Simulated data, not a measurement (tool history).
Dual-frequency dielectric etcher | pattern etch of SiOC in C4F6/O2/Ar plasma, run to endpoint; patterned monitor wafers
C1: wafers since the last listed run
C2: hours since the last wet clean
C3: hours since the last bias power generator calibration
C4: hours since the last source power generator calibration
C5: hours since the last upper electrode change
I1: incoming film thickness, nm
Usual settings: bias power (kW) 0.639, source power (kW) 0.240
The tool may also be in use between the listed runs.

Run 1, hour 0.0: usual settings; C1 0; C2 5.6; C3 1479.6; C4 1532.4; C5 1525.3; I1 28.46. Result: endpoint time (s) 11.0.
Run 2, hour 21.2: usual settings; C1 270; C2 26.8; C3 1500.8; C4 1553.6; C5 1546.5; I1 28.33. Result: endpoint time (s) 10.9.
Run 3, hour 55.7: usual settings; C1 440; C2 61.3; C3 1535.3; C4 1588.1; C5 1581.0; I1 27.97. Result: endpoint time (s) 10.8.
Run 4, hour 68.1: usual settings; C1 158; C2 73.7; C3 1547.7; C4 1600.5; C5 1593.4; I1 28.15. Result: endpoint time (s) 10.8.
Run 5, hour 101.7: usual settings; C1 429; C2 107.3; C3 1581.3; C4 1634.1; C5 1627.0; I1 28.30. Result: endpoint time (s) 10.9.
Run 6, hour 121.1: usual settings; C1 247; C2 126.7; C3 1600.7; C4 1653.5; C5 1646.4; I1 28.39. Result: endpoint time (s) 10.8.
Run 7, hour 150.6: usual settings but bias power (kW) 0.729, source power (kW) 0.260; C1 376; C2 156.2; C3 1630.2; C4 1683.0; C5 1675.9; I1 28.28. Result: endpoint time (s) 10.2.
Run 8, hour 181.1: usual settings but bias power (kW) 0.729, source power (kW) 0.260; C1 389; C2 186.7; C3 1660.7; C4 1713.5; C5 1706.4; I1 28.36. Result: endpoint time (s) 10.2.
Run 9, hour 264.6: usual settings but bias power (kW) 0.729, source power (kW) 0.260; C1 1066; C2 270.2; C3 1744.2; C4 1797.0; C5 1789.9; I1 28.32. Result: endpoint time (s) 10.1.
Run 10, hour 298.7: usual settings; C1 435; C2 304.3; C3 1778.3; C4 1831.1; C5 1824.0; I1 27.72. Result: endpoint time (s) 10.6.
Run 11, hour 313.8: usual settings; C1 192; C2 319.4; C3 1793.4; C4 1846.2; C5 1839.1; I1 28.13. Result: endpoint time (s) 10.7.
Run 12, hour 349.2: usual settings; C1 452; C2 354.8; C3 1828.8; C4 1881.6; C5 1874.5; I1 28.13. Result: endpoint time (s) 10.6.
At hour 422.6: upper electrode replaced, of another model than before.
At hour 462.3: source power generator calibrated.
At hour 463.6: wet clean of the chamber.
Run 13, hour 464.1: usual settings; C1 1094; C2 0.5; C3 1943.7; C4 1.8; C5 41.5; I1 28.31. Result: endpoint time (s) 10.9.
Run 14, hour 476.8: usual settings; C1 162; C2 13.2; C3 1956.4; C4 14.5; C5 54.2; I1 27.97. Result: endpoint time (s) 10.8.
Run 15, hour 497.8: usual settings; C1 268; C2 34.2; C3 1977.4; C4 35.5; C5 75.2; I1 27.99. Result: endpoint time (s) 10.8.
Run 16, hour 522.4: usual settings; C1 314; C2 58.8; C3 2002.0; C4 60.1; C5 99.8; I1 27.88. Result: endpoint time (s) 10.7.
Run 17, hour 554.3: usual settings but source power (kW) 0.200; C1 407; C2 90.7; C3 2033.9; C4 92.0; C5 131.7; I1 28.28. Result: endpoint time (s) 11.8.
Run 18, hour 577.9: usual settings; C1 301; C2 114.3; C3 2057.5; C4 115.6; C5 155.3; I1 28.13. Result: endpoint time (s) 10.9.
Run 19, hour 598.3: usual settings; C1 260; C2 134.7; C3 2077.9; C4 136.0; C5 175.7; I1 28.38. Result: endpoint time (s) 10.9.
Run 20, hour 618.5: usual settings but bias power (kW) 0.691, source power (kW) 0.280; C1 257; C2 154.9; C3 2098.1; C4 156.2; C5 195.9; I1 28.06. Result: endpoint time (s) 9.9.
At hour 633.5: bias power generator calibrated.
Run 21, hour 639.9: usual settings; C1 222; C2 176.3; C3 6.4; C4 177.6; C5 217.3; I1 28.35. Result: endpoint time (s) 10.9.
Run 22, hour 656.9: usual settings but bias power (kW) 0.501; C1 217; C2 193.3; C3 23.4; C4 194.6; C5 234.3; I1 28.11. Result: endpoint time (s) 11.9.
Run 23, hour 684.0: usual settings but bias power (kW) 0.790, source power (kW) 0.260; C1 346; C2 220.4; C3 50.5; C4 221.7; C5 261.4; I1 28.00. Result: endpoint time (s) 9.6.
Run 24, hour 709.1: usual settings but bias power (kW) 0.758, source power (kW) 0.200; C1 320; C2 245.5; C3 75.6; C4 246.8; C5 286.5; I1 28.01. Result: endpoint time (s) 10.9.
Run 25, hour 729.6: usual settings but bias power (kW) 0.709, source power (kW) 0.180; C1 261; C2 266.0; C3 96.1; C4 267.3; C5 307.0; I1 28.38. Result: endpoint time (s) 11.8.
Run 26, hour 789.1: usual settings but bias power (kW) 0.537, source power (kW) 0.290; C1 759; C2 325.5; C3 155.6; C4 326.8; C5 366.5; I1 28.20. Result: endpoint time (s) 10.6.
Run 27, hour 812.5: usual settings but bias power (kW) 0.701; C1 298; C2 348.9; C3 179.0; C4 350.2; C5 389.9; I1 28.50. Result: endpoint time (s) 10.5.
Run 28, hour 831.4: usual settings but source power (kW) 0.180; C1 241; C2 367.8; C3 197.9; C4 369.1; C5 408.8; I1 27.93. Result: endpoint time (s) 12.0.
Run 29, hour 860.7: usual settings but source power (kW) 0.270; C1 374; C2 397.1; C3 227.2; C4 398.4; C5 438.1; I1 28.17. Result: endpoint time (s) 10.2.
Run 30, hour 873.7: usual settings but bias power (kW) 0.507, source power (kW) 0.200; C1 166; C2 410.1; C3 240.2; C4 411.4; C5 451.1; I1 28.20. Result: endpoint time (s) 12.7.

5 ways to go on from here, each from the tool as it stands after run 30. What would each give?
Run A, hour 874.1: usual settings; C1 5; C2 410.5; C3 240.6; C4 411.8; C5 451.5; I1 28.47. Result: endpoint time (s) ?.
Run B, hour 874.1: usual settings but bias power (kW) 0.795; C1 5; C2 410.5; C3 240.6; C4 411.8; C5 451.5; I1 28.47. Result: endpoint time (s) ?.
Run C, hour 874.1: usual settings but bias power (kW) 0.527, source power (kW) 0.220; C1 5; C2 410.5; C3 240.6; C4 411.8; C5 451.5; I1 28.47. Result: endpoint time (s) ?.
Run D, hour 874.1: usual settings but bias power (kW) 0.543, source power (kW) 0.290; C1 5; C2 410.5; C3 240.6; C4 411.8; C5 451.5; I1 28.47. Result: endpoint time (s) ?.
Run E, hour 874.1: usual settings but bias power (kW) 0.703, source power (kW) 0.260; C1 5; C2 410.5; C3 240.6; C4 411.8; C5 451.5; I1 28.47. Result: endpoint time (s) ?.

run  endpoint time (s)
  A               10.9
  B               10.0
  C               12.2
  D               10.7
  E               10.2
Without the tool's hidden state the same runs would have given:
run  endpoint time (s)
  A               11.1
  B               10.2
  C               12.4
  D               11.0
  E               10.4
